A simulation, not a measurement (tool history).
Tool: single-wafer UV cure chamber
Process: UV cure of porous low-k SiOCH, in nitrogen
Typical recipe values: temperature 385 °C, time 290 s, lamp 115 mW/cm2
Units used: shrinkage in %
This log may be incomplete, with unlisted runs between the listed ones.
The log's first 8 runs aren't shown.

run   hour  temperature  time  lamp  shrinkage
  9     93          385   290   115     12.841
 10  109.3          385   290    98     12.246
 11  125.2          385   290    98     12.129
 12  133.4          385   290    98     12.121
 13  143.2          385   290   115     12.466
 14  158.1          385   290   115     12.514
 15  169.7          385   290   115     12.617
 16    180          378   290    95     11.255
 17  193.8          378   290    95      11.33
     206.6  -- quartz window cleaned
 18  207.9          396   140   145     11.547
     237.6  -- UV bulbs replaced
 19  238.1          395   460   141     16.318
 20  250.6          399   290    86     12.274
 21  277.2          385   290    99     12.372
 22    285          385   240   115     12.412
 23  295.4          385   290   115     13.441
 24  312.1          385   290   115     12.879
 25  318.5          380   290   136     13.722

What does the tool deliver on the next run?
 26  327.8          371   430   138          ?

{"run 26": {"shrinkage": 15.58}}
Take away the tool's hidden state, keep the run-to-run variation as it was, and the same run would have given shrinkage 15.865 %.

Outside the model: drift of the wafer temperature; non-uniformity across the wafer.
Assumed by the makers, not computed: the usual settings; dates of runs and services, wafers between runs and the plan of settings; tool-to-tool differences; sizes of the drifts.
